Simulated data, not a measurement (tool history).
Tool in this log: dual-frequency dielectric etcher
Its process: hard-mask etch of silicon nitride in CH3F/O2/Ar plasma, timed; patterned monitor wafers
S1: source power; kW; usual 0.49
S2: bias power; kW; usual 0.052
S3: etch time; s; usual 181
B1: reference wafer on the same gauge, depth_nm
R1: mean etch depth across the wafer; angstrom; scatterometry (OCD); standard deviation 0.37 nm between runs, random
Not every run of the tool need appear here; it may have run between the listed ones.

run,hour,S1,S2,S3,B1,R1
1,0,0.49,0.052,181,140,1453
2,50.4,0.49,0.052,181,139.9,1462
3,113.7,0.49,0.052,146.5,139.9,1184
# hour 147.6: wet clean of the chamber
4,180.7,0.49,0.052,146.5,140,1141
5,252.3,0.49,0.052,146.5,140,1145
6,304.2,0.49,0.061,181,139.9,1529
7,355.4,0.49,0.061,181,140.1,1530
8,391.3,0.49,0.052,181,140,1430
9,452.6,0.49,0.052,181,140,1431
# hour 507.2: source power generator calibrated
# hour 516.3: upper electrode replaced
# hour 524.5: wet clean of the chamber
10,525,0.49,0.052,181,140,1408
11,530.8,0.49,0.052,181,140.1,1407
12,560.4,0.44,0.045,230.5,140,1614
13,629,0.49,0.052,181,140,1415
14,699.6,0.49,0.042,181,140,1286
15,755.4,0.44,0.045,230.5,140,1634
# hour 772.5: gauge calibrated
16,803.5,0.49,0.052,181,140,1432
# hour 812.2: bias power generator calibrated
# hour 886.7: wet clean of the chamber
17,887.2,0.45,0.063,140,140,1184
18,892.1,0.49,0.052,181,140,1435
19,940.2,0.45,0.046,181,140,1315
20,978.4,0.44,0.052,181,139.9,1391
21,1026.7,0.4,0.061,212,140.1,1715
22,1065.4,0.49,0.052,127.5,140,1021
23,1107.3,0.58,0.052,181,140,1544

4 options for the next run, each taken on its own from the tool as it stands now. Forecast them:
A,1107.8,0.49,0.052,181,?,?
B,1107.8,0.57,0.058,222,?,?
C,1107.8,0.49,0.052,212.5,?,?
D,1107.8,0.6,0.052,228.5,?,?

run,B1,R1
A,140.1,1452
B,140.1,1973
C,140.1,1705
D,140.1,1964
With the hidden condition removed and each run's random variation left untouched, the same runs would have given:
run,R1
A,1436
B,1952
C,1686
D,1942
